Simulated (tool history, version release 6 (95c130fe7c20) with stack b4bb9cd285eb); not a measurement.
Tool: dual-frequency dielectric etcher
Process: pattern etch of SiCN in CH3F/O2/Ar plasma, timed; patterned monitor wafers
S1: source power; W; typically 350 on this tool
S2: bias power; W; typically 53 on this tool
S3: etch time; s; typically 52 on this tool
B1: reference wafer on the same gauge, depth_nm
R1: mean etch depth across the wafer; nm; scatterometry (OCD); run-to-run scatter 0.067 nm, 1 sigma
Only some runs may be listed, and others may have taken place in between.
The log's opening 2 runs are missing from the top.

run,day,S1,S2,S3,B1,R1
# day 3.075: gauge calibrated
3,5.1,350,60,43.5,19.68,15.9
4,6.717,350,53,52,19.68,17.83
5,8.65,350,53,52,19.67,17.98
6,11.004,350,53,52,19.7,18.15
# day 13.038: wet clean of the chamber, repeated, since the last time left the tool worse
7,13.704,350,53,52,19.71,17.01
8,16.562,350,53,52,19.68,17.03
9,19.721,390,44,38,19.7,11.63
10,21.162,320,59,52,19.72,17.66
11,22.933,270,53,59,19.67,18.31
# day 23.575: bias power generator calibrated
12,24.496,400,47,44.5,19.69,14.2
13,26.267,390,63,44,19.7,16.35
# day 28.042: source power generator calibrated
14,28.396,350,53,52,19.69,17.15
# day 35.25: wet clean of the chamber
15,36.412,290,62,66,19.69,22.19
# day 38.488: upper electrode replaced
16,39.146,420,45,60.5,19.72,18.88
17,40.254,350,53,63.5,19.69,20.87
18,42.133,350,53,52,19.69,17.19
19,44.371,420,49,52,19.71,17.1

Forecast run 20:
20,46.958,350,53,44,?,?

B1: 19.7
R1: 14.43 nm
With no hidden state in the tool, this same run would have given R1 14.25 nm.

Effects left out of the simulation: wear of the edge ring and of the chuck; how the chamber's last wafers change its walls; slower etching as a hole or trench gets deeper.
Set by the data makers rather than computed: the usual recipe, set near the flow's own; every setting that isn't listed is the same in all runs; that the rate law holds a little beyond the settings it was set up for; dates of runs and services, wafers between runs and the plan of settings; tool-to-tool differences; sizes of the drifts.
